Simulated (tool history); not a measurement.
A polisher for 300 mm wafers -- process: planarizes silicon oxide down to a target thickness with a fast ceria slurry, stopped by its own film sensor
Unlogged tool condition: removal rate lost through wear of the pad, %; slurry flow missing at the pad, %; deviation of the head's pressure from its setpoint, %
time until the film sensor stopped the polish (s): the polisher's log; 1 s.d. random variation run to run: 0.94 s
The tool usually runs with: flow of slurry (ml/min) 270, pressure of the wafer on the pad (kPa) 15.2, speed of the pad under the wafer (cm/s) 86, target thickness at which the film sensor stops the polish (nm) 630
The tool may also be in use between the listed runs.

run     day  flow of slurry (ml/min)  pressure of the wafer on the pad (kPa)  speed of the pad under the wafer (cm/s)  target thickness at which the film sensor stops the polish (nm)  wafers since the last listed run  wafers polished on this pad  hours since the slurry nozzle was cleaned  hours since the head pressure was calibrated  incoming thickness of the incoming film, nm  time until the film sensor stopped the polish (s)
  1       0                      270                                    11.7                                       86                                                              630                                 0                          238                                       30.6                                         504.9                                       1411.3                                              109.8
  2   0.358                      270                                    11.7                                       86                                                              630                                91                          329                                       39.2                                         513.5                                       1387.5                                              104.1
  3   0.858                      270                                    13.8                                       86                                                              630                               127                          457                                       51.2                                         525.5                                         1416                                               95.4
  4   1.179                      270                                    18.6                                       74                                                              630                                82                          539                                       58.9                                         533.2                                       1410.5                                               82.7
  5   1.608                      270                                    18.6                                       74                                                              630                               109                          649                                       69.2                                         543.5                                       1413.2                                               82.4
      2.088  -- worn pad replaced by a new one
  6   2.358                      270                                    12.4                                       86                                                              511                               149                           69                                       87.2                                         561.5                                       1395.4                                              111.6
  7     2.7                      270                                    12.4                                       86                                                              511                                87                          156                                       95.4                                         569.7                                       1397.6                                              113.9
  8   2.967                      270                                    12.4                                       86                                                              511                                68                          224                                      101.8                                         576.1                                       1388.6                                              110.7
  9   3.508                      295                                    15.2                                       86                                                              630                               138                          363                                      114.8                                         589.1                                       1417.4                                               85.8
 10    4.05                      310                                    15.2                                       86                                                              630                               138                          501                                      127.8                                         602.1                                       1430.4                                               88.4
        4.4  -- worn pad replaced by a new one
 11   4.421                      270                                    15.2                                       86                                                              630                                52                            5                                      136.7                                           611                                       1394.6                                               79.4
 12   4.796                      270                                    15.2                                       86                                                              630                                95                          101                                      145.7                                           620                                       1429.6                                                 84
 13     5.3                      270                                    15.2                                       86                                                              630                               128                          230                                      157.8                                         632.1                                       1429.7                                               86.7
 14   5.629                      270                                    15.2                                       86                                                              630                                84                          314                                      165.7                                           640                                       1413.4                                                 84
 15     6.1                      270                                    15.2                                       86                                                              630                               120                          434                                        177                                         651.3                                       1421.7                                               87.1
      6.421  -- head pressure recalibrated
 16   6.788                      270                                    15.2                                       86                                                              630                               154                          589                                      193.5                                           8.8                                       1420.1                                               88.6
      7.012  -- worn pad replaced by a new one
 17   7.317                      190                                      11                                       86                                                              630                                92                           77                                      206.2                                          21.5                                       1402.9                                              116.2
 18   7.708                      225                                    15.2                                      102                                                              630                               100                          177                                      215.6                                          30.9                                       1390.8                                               71.1
      7.917  -- slurry nozzle cleaned
 19   7.971                      270                                    15.2                                       86                                                              630                                56                          233                                        1.3                                          37.2                                       1411.9                                               83.9
 20   8.542                      270                                    13.1                                       86                                                              630                               145                          379                                         15                                          50.9                                         1419                                               98.8
 21   9.046                      270                                    15.2                                       86                                                              630                               128                          508                                       27.1                                            63                                       1419.7                                               86.7
 22   9.579                      270                                    15.2                                       86                                                              630                               136                          645                                       39.9                                          75.8                                       1391.9                                               85.5
     10.058  -- worn pad replaced by a new one, of another model than before
 23  10.079                      270                                    15.2                                      112                                                              630                                85                            5                                       51.9                                          87.8                                         1406                                               69.2
 24  10.671                      305                                    15.2                                       86                                                              383                               151                          156                                       66.1                                           102                                       1425.2                                              108.8
 25  11.383                      315                                    15.2                                       86                                                              472                               182                          338                                       83.2                                         119.1                                       1409.9                                              100.6
 26  11.667                      270                                    19.3                                       56                                                              630                                72                          411                                         90                                         125.9                                         1408                                               93.5
 27  11.942                      185                                    18.6                                      108                                                              630                                70                          481                                       96.6                                         132.5                                       1431.9                                               73.2
 28  12.571                      270                                    12.4                                       66                                                              373                               160                          642                                      111.7                                         147.6                                       1414.1                                              147.7
     12.912  -- worn pad replaced by a new one
 29  12.933                      270                                    15.2                                       86                                                              630                                50                            5                                      120.4                                         156.3                                       1396.1                                               78.6
 30  13.475                      225                                     9.7                                      104                                                              840                               138                          143                                      133.4                                         169.3                                       1390.9                                               66.6

Each row is a separate what-if for the run after 30, all from the same tool condition, not one after another. Results?
  A  13.492                      270                                    15.2                                       86                                                              630                                 4                          148                                      133.8                                         169.7                                       1404.9                                                  ?
  B  13.492                      270                                    17.2                                       86                                                              630                                 4                          148                                      133.8                                         169.7                                       1404.9                                                  ?
  C  13.492                      185                                    19.3                                       86                                                              630                                 4                          148                                      133.8                                         169.7                                       1404.9                                                  ?

run  time until the film sensor stopped the polish (s)
  A                                               83.6
  B                                               77.9
  C                                               78.7
Stripped of hidden state, with their random variation kept, the same runs would have yielded:
run  time until the film sensor stopped the polish (s)
  A                                               81.5
  B                                               75.9
  C                                               76.7
